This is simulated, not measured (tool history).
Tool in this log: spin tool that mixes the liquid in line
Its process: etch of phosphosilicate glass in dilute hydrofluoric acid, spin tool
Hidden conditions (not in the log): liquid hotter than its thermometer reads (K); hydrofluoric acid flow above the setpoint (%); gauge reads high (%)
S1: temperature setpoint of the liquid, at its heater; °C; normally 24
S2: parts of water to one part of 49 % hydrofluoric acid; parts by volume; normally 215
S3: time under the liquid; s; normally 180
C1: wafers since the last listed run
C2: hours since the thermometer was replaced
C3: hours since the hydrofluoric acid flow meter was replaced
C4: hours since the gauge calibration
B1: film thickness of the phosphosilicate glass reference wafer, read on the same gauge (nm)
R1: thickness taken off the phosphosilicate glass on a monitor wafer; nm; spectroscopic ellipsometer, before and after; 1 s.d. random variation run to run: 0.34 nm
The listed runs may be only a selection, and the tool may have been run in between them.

run	hour	S1	S2	S3	C1	C2	C3	C4	B1	R1
1	0	24	135	180	0	1203.4	1366.8	895.8	139.97	98.2
2	39.3	24	135	180	248	1242.7	1406.1	935.1	139.97	98.81
3	85.1	24	265	180	289	1288.5	1451.9	980.9	139.96	43.78
4	110.9	24	265	180	162	1314.3	1477.7	1006.7	140.01	44.55
5	151.2	24	265	180	254	1354.6	1518	1047	139.96	44.57
6	329	24	250	180	1122	1532.4	1695.8	1224.8	140	48.42
7	386.4	24	215	180	362	1589.8	1753.2	1282.2	140.04	58.44
8	427.2	24	215	180	257	1630.6	1794	1323	139.97	58.79
# hour 466.5: thermometer replaced
9	485.4	24	215	180	361	18.9	1852.2	1381.2	140.02	57.18
10	513.9	24	215	180	179	47.4	1880.7	1409.7	140	56.61
11	542	21	215	180	177	75.5	1908.8	1437.8	140.03	50.39
# hour 574.9: gauge calibrated
12	602.7	24	215	180	383	136.2	1969.5	27.8	139.99	57.15
13	665.1	24	215	180	393	198.6	2031.9	90.2	140.02	57.78
14	720.2	24	215	180	347	253.7	2087	145.3	140	57.9
15	752.9	27.5	215	225	206	286.4	2119.7	178	139.96	81.53
# hour 765.2: hydrofluoric acid flow meter replaced
16	821.7	29	110	105	428	355.2	56.5	246.8	140.02	82.54
17	893.4	22.5	215	215	452	426.9	128.2	318.5	140.01	59.66
18	988.8	22.5	300	115	602	522.3	223.6	413.9	140.03	21.44
19	1053.8	20.5	215	210	410	587.3	288.6	478.9	140	55.6
20	1108	24	215	95	342	641.5	342.8	533.1	139.98	28.47
21	1177.1	24	215	180	436	710.6	411.9	602.2	140.02	53.91
22	1236.6	24	215	180	375	770.1	471.4	661.7	140.01	54.59
23	1265.3	24	245	85	181	798.8	500.1	690.4	140	22.01
24	1302.5	24	215	180	234	836	537.3	727.6	140.01	54.44
25	1342.8	25.5	315	105	254	876.3	577.6	767.9	139.96	20.69
26	1413.2	24	165	180	444	946.7	648	838.3	140	75.71
27	1453.6	28	215	180	255	987.1	688.4	878.7	140.02	63.95
28	1480.6	19.5	215	115	170	1014.1	715.4	905.7	140.03	29.85

What if the next run were any one of these 4? Each begins from the tool's condition after run 28:
A	1481.1	24	215	90	3	1014.6	715.9	906.2	?	?
B	1481.1	22	170	230	3	1014.6	715.9	906.2	?	?
C	1481.1	21	315	250	3	1014.6	715.9	906.2	?	?
D	1481.1	24	175	220	3	1014.6	715.9	906.2	?	?

run	B1	R1
A	140.05	27.46
B	140.05	86.32
C	140.05	42.41
D	140.05	86.07
Stripped of hidden state, with their random variation kept, the same runs would have yielded:
run	R1
A	26.01
B	81.79
C	40.13
D	81.56
